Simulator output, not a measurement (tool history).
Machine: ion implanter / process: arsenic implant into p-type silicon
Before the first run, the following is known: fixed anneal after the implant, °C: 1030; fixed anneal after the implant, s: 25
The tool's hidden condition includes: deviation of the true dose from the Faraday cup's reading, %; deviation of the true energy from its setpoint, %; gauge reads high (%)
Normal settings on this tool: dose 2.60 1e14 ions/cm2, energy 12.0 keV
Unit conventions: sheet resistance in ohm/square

run	hour	dose	energy	wafers since the last listed run	hours since the last dose calibration	hours since the extraction supply was calibrated	hours since the gauge calibration	read-back reference wafer on the same gauge, sheet resistance	sheet resistance
1	0.0	2.60	12.0	0	366.8	4315.5	148.9	397.42	354.24
2	39.7	2.60	12.0	630	406.5	4355.2	188.6	397.10	351.65
3	123.3	2.60	12.0	1327	490.1	4438.8	272.2	396.24	352.22
4	165.2	2.60	12.0	665	532.0	4480.7	314.1	396.09	351.91
5	250.8	2.28	12.0	1359	617.6	4566.3	399.7	395.36	389.96
6	318.2	2.28	12.0	1070	685.0	4633.7	467.1	394.88	389.56
7	360.7	2.38	14.5	674	727.5	4676.2	509.6	395.04	368.67
8	458.7	2.38	14.5	1555	825.5	4774.2	607.6	392.40	368.40
9	773.7	2.60	12.0	5001	1140.5	5089.2	922.6	391.43	346.44
10	861.9	2.97	14.5	1400	1228.7	5177.4	1010.8	391.34	310.81
# hour 902.8: extraction supply calibrated
# hour 950.8: Faraday cup replaced and dose calibrated
11	952.7	2.97	14.5	1187	1.9	49.9	1101.6	391.79	309.63
12	1000.8	2.97	14.5	763	50.0	98.0	1149.7	391.93	310.44
13	1083.6	1.96	12.0	1314	132.8	180.8	1232.5	390.69	432.05
14	1122.5	3.25	8.0	617	171.7	219.7	1271.4	390.76	297.22
15	1203.0	2.24	13.5	1278	252.2	300.2	1351.9	390.44	385.49
16	1280.6	2.86	14.0	1232	329.8	377.8	1429.5	391.59	318.33
# hour 1292.1: gauge calibrated
17	1361.3	2.60	12.0	1281	410.5	458.5	69.2	398.32	357.45
18	1576.2	2.60	12.0	3412	625.4	673.4	284.1	395.45	350.68
19	1682.2	2.39	10.5	1683	731.4	779.4	390.1	393.97	380.48
20	1744.6	3.28	15.5	990	793.8	841.8	452.5	393.91	286.18
21	1788.7	2.60	10.5	700	837.9	885.9	496.6	393.34	351.84
22	1832.2	2.60	11.0	690	881.4	929.4	540.1	393.39	351.10
23	1885.2	1.97	8.5	841	934.4	982.4	593.1	393.25	450.63
24	1922.8	3.20	10.5	596	972.0	1020.0	630.7	393.38	301.01

Branching from run 24: 3 alternative next runs. What would each branch give?
A	1923.2	2.25	12.0	6	972.4	1020.4	631.1	?	?
B	1923.2	2.60	8.0	6	972.4	1020.4	631.1	?	?
C	1923.2	2.80	12.0	6	972.4	1020.4	631.1	?	?

run	read-back reference wafer on the same gauge, sheet resistance	sheet resistance
A	392.60	392.10
B	392.60	360.84
C	392.60	330.52
What these runs would have given with no unlogged condition in the tool:
run	sheet resistance
A	399.04
B	367.23
C	336.37
